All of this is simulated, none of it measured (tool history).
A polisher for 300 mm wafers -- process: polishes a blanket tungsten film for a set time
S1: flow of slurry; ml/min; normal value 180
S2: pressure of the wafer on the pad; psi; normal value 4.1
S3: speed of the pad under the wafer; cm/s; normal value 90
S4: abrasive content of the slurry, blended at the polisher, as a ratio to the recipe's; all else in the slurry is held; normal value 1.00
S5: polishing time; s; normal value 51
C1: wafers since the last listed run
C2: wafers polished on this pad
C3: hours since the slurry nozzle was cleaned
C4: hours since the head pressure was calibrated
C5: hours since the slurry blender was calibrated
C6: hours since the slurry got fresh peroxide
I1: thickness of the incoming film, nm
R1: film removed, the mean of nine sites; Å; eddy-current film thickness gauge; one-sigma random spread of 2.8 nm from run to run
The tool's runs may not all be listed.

run	hour	S1	S2	S3	S4	S5	C1	C2	C3	C4	C5	C6	I1	R1
1	0.0	180	4.1	90	1.00	51	0	257	569.7	501.2	647.0	323.2	1421.6	2497
# hour 11.6: slurry blender recalibrated
2	43.2	180	4.1	90	1.00	51	516	773	612.9	544.4	31.6	366.4	1427.6	2523
3	99.0	180	4.1	70	1.00	51	698	1472	668.7	600.2	87.4	422.2	1447.8	2114
4	159.8	180	4.5	90	1.15	51	761	2234	729.5	661.0	148.2	483.0	1415.5	2836
5	266.4	180	5.3	90	1.00	51	1335	3569	836.1	767.6	254.8	589.6	1440.5	3124
# hour 270.4: slurry nozzle cleaned
# hour 463.3: slurry tank refilled with fresh slurry and peroxide
6	466.5	155	4.1	118	1.00	59	2481	6050	196.1	967.7	454.9	3.2	1447.9	3468
7	502.5	155	4.1	90	1.00	38	450	6501	232.1	1003.7	490.9	39.2	1433.1	1859
# hour 632.9: slurry blender recalibrated
# hour 659.2: head pressure recalibrated
8	716.1	120	4.1	106	1.00	51	2625	9127	445.7	56.9	83.2	252.8	1457.3	2442
# hour 721.9: worn pad replaced by a new one
9	817.5	180	5.4	90	1.00	36	1220	1197	547.1	158.3	184.6	354.2	1427.5	2391
10	920.8	180	5.2	90	1.00	51	1293	2491	650.4	261.6	287.9	457.5	1452.7	3218
11	979.6	180	5.4	90	0.85	62	736	3227	709.2	320.4	346.7	516.3	1426.9	3930
# hour 1015.6: slurry nozzle cleaned
12	1071.0	205	4.1	90	1.00	61	1132	4360	55.4	411.8	438.1	607.7	1441.6	3034
# hour 1103.4: slurry tank refilled with fresh slurry and peroxide
13	1153.0	225	4.1	114	1.00	35	1014	5374	137.4	493.8	520.1	49.6	1431.6	2114
14	1234.7	180	4.1	90	1.00	51	1023	6398	219.1	575.5	601.8	131.3	1416.2	2534
15	1279.2	195	4.1	90	1.00	51	557	6955	263.6	620.0	646.3	175.8	1460.9	2458
16	1363.0	180	4.1	90	1.00	51	1049	8005	347.4	703.8	730.1	259.6	1469.4	2358
# hour 1387.1: slurry blender recalibrated
17	1445.8	180	4.1	90	1.00	51	1012	9017	430.2	786.6	58.7	342.4	1427.9	2345
# hour 1523.2: worn pad replaced by a new one
18	1533.9	180	4.1	90	0.85	51	1053	133	518.3	874.7	146.8	430.5	1446.2	2438
19	1584.4	180	3.3	90	1.00	51	632	766	568.8	925.2	197.3	481.0	1433.4	2051
20	1671.5	140	5.1	90	1.00	42	1091	1857	655.9	1012.3	284.4	568.1	1426.2	2475
# hour 1760.1: slurry tank refilled with fresh slurry and peroxide
21	1768.1	145	4.1	90	0.80	51	1197	3054	752.5	1108.9	381.0	8.0	1420.3	2418
# hour 1770.2: slurry nozzle cleaned
22	1814.0	180	4.1	120	1.00	51	562	3617	43.8	1154.8	426.9	53.9	1438.3	3212
23	1885.5	180	4.1	90	1.00	51	895	4512	115.3	1226.3	498.4	125.4	1436.2	2536
# hour 1944.9: head pressure recalibrated
24	1945.4	180	4.1	78	1.00	36	725	5238	175.2	0.5	558.3	185.3	1425.1	1585
# hour 2035.4: slurry blender recalibrated
25	2042.3	180	2.8	114	1.15	34	1188	6427	272.1	97.4	6.9	282.2	1444.3	1404
26	2113.9	180	4.1	90	1.00	51	896	7323	343.7	169.0	78.5	353.8	1438.2	2363

For each entry between runs, how does the tool's hidden state at the last listed run before it compare with that at the first listed run after it?
After run 1, before run 2: slurry blender recalibrated (hour 11.6)
  removal rate lost through wear of the pad, %: 1.22 -> 1.29; peroxide lost from the slurry, %: 13.4 -> 14.1
  measured minus no-state result, R1: -175 -> -186 Å
After run 5, before run 6: slurry nozzle cleaned (hour 270.4); slurry tank refilled with fresh slurry and peroxide (hour 463.3)
  removal rate lost through wear of the pad, %: 2.79 -> 5.76; peroxide lost from the slurry, %: 16 -> 0.194
  measured minus no-state result, R1: -315 -> -215 Å
After run 7, before run 8: slurry blender recalibrated (hour 632.9); head pressure recalibrated (hour 659.2)
  removal rate lost through wear of the pad, %: 6.46 -> 11.6; peroxide lost from the slurry, %: 2.2 -> 9.56
  measured minus no-state result, R1: -145 -> -429 Å
After run 8, before run 9: worn pad replaced by a new one (hour 721.9)
  removal rate lost through wear of the pad, %: 11.6 -> 0.487; peroxide lost from the slurry, %: 9.56 -> 11.3
  measured minus no-state result, R1: -429 -> -126 Å
After run 11, before run 12: slurry nozzle cleaned (hour 1015.6)
  removal rate lost through wear of the pad, %: 1.59 -> 2.65; peroxide lost from the slurry, %: 13 -> 13.6
  measured minus no-state result, R1: -284 -> -263 Å
After run 12, before run 13: slurry tank refilled with fresh slurry and peroxide (hour 1103.4)
  removal rate lost through wear of the pad, %: 2.65 -> 3.88; peroxide lost from the slurry, %: 13.6 -> 3.65
  measured minus no-state result, R1: -263 -> -117 Å
After run 16, before run 17: slurry blender recalibrated (hour 1387.1)
  removal rate lost through wear of the pad, %: 8.2 -> 10.4; peroxide lost from the slurry, %: 10.6 -> 12.1
  measured minus no-state result, R1: -324 -> -404 Å
After run 17, before run 18: worn pad replaced by a new one (hour 1523.2)
  removal rate lost through wear of the pad, %: 10.4 -> 0.851; peroxide lost from the slurry, %: 12.1 -> 13.2
  measured minus no-state result, R1: -404 -> -159 Å
After run 20, before run 21: slurry tank refilled with fresh slurry and peroxide (hour 1760.1)
  removal rate lost through wear of the pad, %: 1.27 -> 2; peroxide lost from the slurry, %: 14.3 -> 2.65
  measured minus no-state result, R1: -185 -> -74 Å
After run 21, before run 22: slurry nozzle cleaned (hour 1770.2)
  removal rate lost through wear of the pad, %: 2 -> 2.47; peroxide lost from the slurry, %: 2.65 -> 5.11
  measured minus no-state result, R1: -74 -> -148 Å
After run 23, before run 24: head pressure recalibrated (hour 1944.9)
  removal rate lost through wear of the pad, %: 3.37 -> 4.27; peroxide lost from the slurry, %: 8.13 -> 10.1
  measured minus no-state result, R1: -175 -> -139 Å
After run 24, before run 25: slurry blender recalibrated (hour 2035.4)
  removal rate lost through wear of the pad, %: 4.27 -> 6.02; peroxide lost from the slurry, %: 10.1 -> 12.3
  measured minus no-state result, R1: -139 -> -168 Å
